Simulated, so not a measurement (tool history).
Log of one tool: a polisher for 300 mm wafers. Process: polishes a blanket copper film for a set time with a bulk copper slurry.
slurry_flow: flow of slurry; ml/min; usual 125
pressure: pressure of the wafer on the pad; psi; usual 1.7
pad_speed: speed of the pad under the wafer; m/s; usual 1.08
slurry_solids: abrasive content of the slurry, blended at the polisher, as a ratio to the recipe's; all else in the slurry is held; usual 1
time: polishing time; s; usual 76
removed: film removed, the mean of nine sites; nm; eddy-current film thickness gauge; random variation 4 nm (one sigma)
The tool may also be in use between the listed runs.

| run | hour | slurry_flow | pressure | pad_speed | slurry_solids | time | incoming thickness of the incoming film, nm | removed |
|---|---|---|---|---|---|---|---|---|
| 1 | 0 | 125 | 1.7 | 1.08 | 1 | 76 | 4593.4 | 364.3 |
|  | 13.2 | worn pad replaced by a new one |
| 2 | 95.6 | 125 | 1.7 | 1.08 | 1 | 76 | 4652.6 | 390.7 |
| 3 | 177.3 | 125 | 1.7 | 1.08 | 1 | 76 | 4698.5 | 387.3 |
| 4 | 263.8 | 90 | 1.7 | 1.08 | 1 | 76 | 4595.1 | 347.1 |
|  | 308.8 | slurry nozzle cleaned |
| 5 | 313.1 | 125 | 1.7 | 1.08 | 1 | 76 | 4599.4 | 385.3 |
|  | 385.8 | head pressure recalibrated |
| 6 | 411.4 | 125 | 1.7 | 1.08 | 1 | 76 | 4678.8 | 384.9 |
| 7 | 466.2 | 150 | 1.7 | 1.08 | 0.85 | 76 | 4612 | 363.9 |
| 8 | 505.9 | 125 | 1.7 | 1.08 | 1 | 76 | 4521.8 | 374.7 |
|  | 530.2 | slurry blender recalibrated |
| 9 | 585.3 | 140 | 1.7 | 1.08 | 1 | 62 | 4623.9 | 307.9 |
| 10 | 639.1 | 140 | 1.7 | 1.08 | 1 | 62 | 4635.5 | 300.5 |
| 11 | 687.6 | 85 | 1.3 | 0.76 | 1.25 | 76 | 4608.2 | 188.7 |
|  | 694.1 | worn pad replaced by a new one |
| 12 | 770.3 | 125 | 1.9 | 1.08 | 1 | 76 | 4608.3 | 433.2 |
| 13 | 813.9 | 125 | 1.5 | 1.08 | 1 | 76 | 4638.5 | 344.1 |
| 14 | 867 | 125 | 2.2 | 1.08 | 1 | 55 | 4664.6 | 363.1 |
|  | 1005.6 | slurry nozzle cleaned |
| 15 | 1074.3 | 125 | 1.1 | 1.08 | 1 | 49 | 4671.1 | 159 |
| 16 | 1120.7 | 90 | 1.2 | 1.28 | 0.75 | 76 | 4663.8 | 256.2 |
|  | 1155.7 | slurry blender recalibrated |
| 17 | 1198.7 | 125 | 1.4 | 1.08 | 1.15 | 76 | 4568.1 | 316.5 |
|  | 1260.2 | worn pad replaced by a new one |
| 18 | 1281.2 | 160 | 1.5 | 1.08 | 1.15 | 89 | 4551.1 | 439.9 |
|  | 1293.1 | head pressure recalibrated |
| 19 | 1345.6 | 125 | 1.4 | 1.08 | 1 | 100 | 4600.6 | 421 |
| 20 | 1449.3 | 125 | 1.4 | 1.08 | 1.15 | 76 | 4628.5 | 336.9 |
| 21 | 1538.8 | 95 | 1.4 | 1.08 | 1 | 66 | 4578.3 | 257.2 |
| 22 | 1607.3 | 125 | 1.7 | 1.08 | 1 | 76 | 4683.1 | 384 |
|  | 1612.3 | slurry nozzle cleaned |
| 23 | 1670.1 | 125 | 1.4 | 1.36 | 1 | 76 | 4618.6 | 398.1 |
|  | 1743 | slurry blender recalibrated |
| 24 | 1743.5 | 125 | 1.7 | 1.08 | 1 | 76 | 4676.3 | 380.5 |
| 25 | 1830.8 | 125 | 1.5 | 0.76 | 1 | 76 | 4669.5 | 226.2 |
| 26 | 1867.3 | 125 | 2.1 | 1.08 | 0.85 | 92 | 4568.7 | 519.8 |
| 27 | 1944.9 | 160 | 1.7 | 1.08 | 1 | 98 | 4604 | 493.6 |
|  | 1952.8 | worn pad replaced by a new one |
| 28 | 2015.4 | 125 | 1.7 | 1.08 | 1 | 58 | 4646.6 | 299.5 |
| 29 | 2052.3 | 85 | 1.7 | 1.08 | 0.9 | 76 | 4629.1 | 334.8 |
|  | 2074.8 | head pressure recalibrated |
| 30 | 2108.2 | 125 | 1.7 | 1.08 | 1 | 55 | 4538.7 | 283.6 |
|  | 2163.5 | slurry nozzle cleaned |
| 31 | 2208.7 | 125 | 1.7 | 1.08 | 1 | 76 | 4573.6 | 382.7 |

Measured less the same run without the tool's hidden state. The same run-to-run variation is in both; the gauge's scatter may not be:
The hidden state here: removal rate lost through wear of the pad, %; slurry flow missing at the pad, %; deviation of the head's pressure from its setpoint, %; abrasive missing from the slurry, %.
| run | removed |
|---|---|
| 1 | -21.9 |
| 2 | -1.1 |
| 3 | -2.5 |
| 4 | -4.4 |
| 5 | -6.7 |
| 6 | -11.4 |
| 7 | -13.8 |
| 8 | -16.8 |
| 9 | -18.7 |
| 10 | -22 |
| 11 | -16.2 |
| 12 | -2 |
| 13 | -2.1 |
| 14 | -3.2 |
| 15 | -4.6 |
| 16 | -9.2 |
| 17 | -15.6 |
| 18 | -1.6 |
| 19 | -2 |
| 20 | -3.3 |
| 21 | -4.4 |
| 22 | -9.5 |
| 23 | -13.2 |
| 24 | -17.2 |
| 25 | -14.2 |
| 26 | -36.9 |
| 27 | -44.8 |
| 28 | -0.7 |
| 29 | -1.1 |
| 30 | -1.7 |
| 31 | -5 |

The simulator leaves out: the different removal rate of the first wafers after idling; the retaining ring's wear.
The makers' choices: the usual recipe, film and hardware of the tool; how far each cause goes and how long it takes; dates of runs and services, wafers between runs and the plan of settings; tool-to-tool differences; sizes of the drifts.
